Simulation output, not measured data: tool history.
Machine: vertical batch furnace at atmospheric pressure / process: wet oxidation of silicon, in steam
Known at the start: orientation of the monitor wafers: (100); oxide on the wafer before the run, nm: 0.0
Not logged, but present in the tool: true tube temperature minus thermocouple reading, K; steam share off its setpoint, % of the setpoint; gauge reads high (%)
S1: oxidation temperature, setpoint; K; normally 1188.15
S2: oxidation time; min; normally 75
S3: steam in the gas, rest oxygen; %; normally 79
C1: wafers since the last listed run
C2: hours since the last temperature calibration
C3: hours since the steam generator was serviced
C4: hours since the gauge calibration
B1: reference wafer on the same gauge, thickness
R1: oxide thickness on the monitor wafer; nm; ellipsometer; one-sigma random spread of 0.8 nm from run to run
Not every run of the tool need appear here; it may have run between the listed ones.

run 1 hour=0 | S1=1188.15 S2=75 S3=79 | C1=0 C2=4106.3 C3=717.8 C4=590.4 | B1=192.14 | R1=166.45
run 2 hour=99.9 | S1=1200.15 S2=75 S3=79 | C1=879 C2=4206.2 C3=817.7 C4=690.3 | B1=192 | R1=190.41
run 3 hour=170.5 | S1=1181.15 S2=75 S3=79 | C1=621 C2=4276.8 C3=888.3 C4=760.9 | B1=192.01 | R1=152.94
run 4 hour=255.6 | S1=1181.15 S2=75 S3=79 | C1=749 C2=4361.9 C3=973.4 C4=846 | B1=191.96 | R1=152.5
run 5 hour=315.8 | S1=1181.15 S2=75 S3=79 | C1=529 C2=4422.1 C3=1033.6 C4=906.2 | B1=192.16 | R1=153.09
run 6 hour=383.3 | S1=1188.15 S2=75 S3=79 | C1=594 C2=4489.6 C3=1101.1 C4=973.7 | B1=192.04 | R1=164.85
run 7 hour=458.9 | S1=1188.15 S2=75 S3=79 | C1=665 C2=4565.2 C3=1176.7 C4=1049.3 | B1=191.88 | R1=165.43
run 8 hour=551.1 | S1=1188.15 S2=75 S3=79 | C1=811 C2=4657.4 C3=1268.9 C4=1141.5 | B1=191.96 | R1=164.08
-- hour=618.4 thermocouples replaced and temperature profile calibrated
run 9 hour=652.9 | S1=1188.15 S2=90 S3=79 | C1=684 C2=34.5 C3=1370.7 C4=1243.3 | B1=191.94 | R1=192.66
run 10 hour=722.1 | S1=1188.15 S2=90 S3=79 | C1=609 C2=103.7 C3=1439.9 C4=1312.5 | B1=192.01 | R1=191.84
run 11 hour=763.6 | S1=1188.15 S2=90 S3=79 | C1=365 C2=145.2 C3=1481.4 C4=1354 | B1=191.89 | R1=192.62
run 12 hour=847.9 | S1=1172.15 S2=75 S3=79 | C1=741 C2=229.5 C3=1565.7 C4=1438.3 | B1=192.08 | R1=133.52
run 13 hour=949 | S1=1172.15 S2=75 S3=79 | C1=889 C2=330.6 C3=1666.8 C4=1539.4 | B1=192.06 | R1=132.07
run 14 hour=988.9 | S1=1188.15 S2=75 S3=79 | C1=351 C2=370.5 C3=1706.7 C4=1579.3 | B1=191.78 | R1=162.97
run 15 hour=1034.8 | S1=1188.15 S2=75 S3=79 | C1=403 C2=416.4 C3=1752.6 C4=1625.2 | B1=191.94 | R1=162.93
run 16 hour=1098 | S1=1188.15 S2=75 S3=74 | C1=556 C2=479.6 C3=1815.8 C4=1688.4 | B1=191.94 | R1=152.63
-- hour=1104.9 gauge calibrated
-- hour=1190.7 steam generator serviced
run 17 hour=1191.2 | S1=1181.15 S2=75 S3=79 | C1=609 C2=572.8 C3=0.5 C4=86.3 | B1=192.09 | R1=143.79
run 18 hour=1219.8 | S1=1207.15 S2=75 S3=79 | C1=251 C2=601.4 C3=29.1 C4=114.9 | B1=192.03 | R1=193.18
run 19 hour=1277.6 | S1=1173.15 S2=53.5 S3=72 | C1=508 C2=659.2 C3=86.9 C4=172.7 | B1=192.08 | R1=86.35
run 20 hour=1355.9 | S1=1204.15 S2=90.5 S3=79 | C1=689 C2=737.5 C3=165.2 C4=251 | B1=191.93 | R1=219.38
run 21 hour=1408.4 | S1=1202.15 S2=49 S3=69 | C1=462 C2=790 C3=217.7 C4=303.5 | B1=192.22 | R1=111.84
run 22 hour=1483.1 | S1=1188.15 S2=75 S3=79 | C1=657 C2=864.7 C3=292.4 C4=378.2 | B1=191.95 | R1=155.96
run 23 hour=1565.3 | S1=1203.15 S2=40.5 S3=86 | C1=723 C2=946.9 C3=374.6 C4=460.4 | B1=192.1 | R1=115.17
-- hour=1618.3 steam generator serviced, repeated, since the last time left the tool worse
run 24 hour=1634.5 | S1=1188.15 S2=75 S3=79 | C1=397 C2=1016.1 C3=16.2 C4=529.6 | B1=192.02 | R1=168.35
run 25 hour=1741.3 | S1=1206.15 S2=75 S3=72 | C1=939 C2=1122.9 C3=123 C4=636.4 | B1=191.81 | R1=190.39
run 26 hour=1780.9 | S1=1188.15 S2=75 S3=85 | C1=348 C2=1162.5 C3=162.6 C4=676 | B1=191.89 | R1=179.54
run 27 hour=1882.3 | S1=1207.15 S2=75 S3=79 | C1=892 C2=1263.9 C3=264 C4=777.4 | B1=192 | R1=207.96
run 28 hour=1973.7 | S1=1171.15 S2=75 S3=79 | C1=804 C2=1355.3 C3=355.4 C4=868.8 | B1=192.04 | R1=134.56

What differs in the tool's unlogged condition from the final listed run ahead of each entry between runs to the first listed run following it?
After run 8, before run 9: thermocouples replaced and temperature profile calibrated (hour 618.4)
  steam share off its setpoint, % of the setpoint: -3.97 -> -4.25
  difference, measured minus the result without the unlogged condition, R1: -5.84 -> -7.22 nm
After run 16, before run 17: gauge calibrated (hour 1104.9); steam generator serviced (hour 1190.7)
  steam share off its setpoint, % of the setpoint: -5.45 -> -9.26
  difference, measured minus the result without the unlogged condition, R1: -7.62 -> -12.83 nm
After run 23, before run 24: steam generator serviced, repeated, since the last time left the tool worse (hour 1618.3)
  steam share off its setpoint, % of the setpoint: -10.3 -> -0.841
  difference, measured minus the result without the unlogged condition, R1: -11.55 -> -1.23 nm
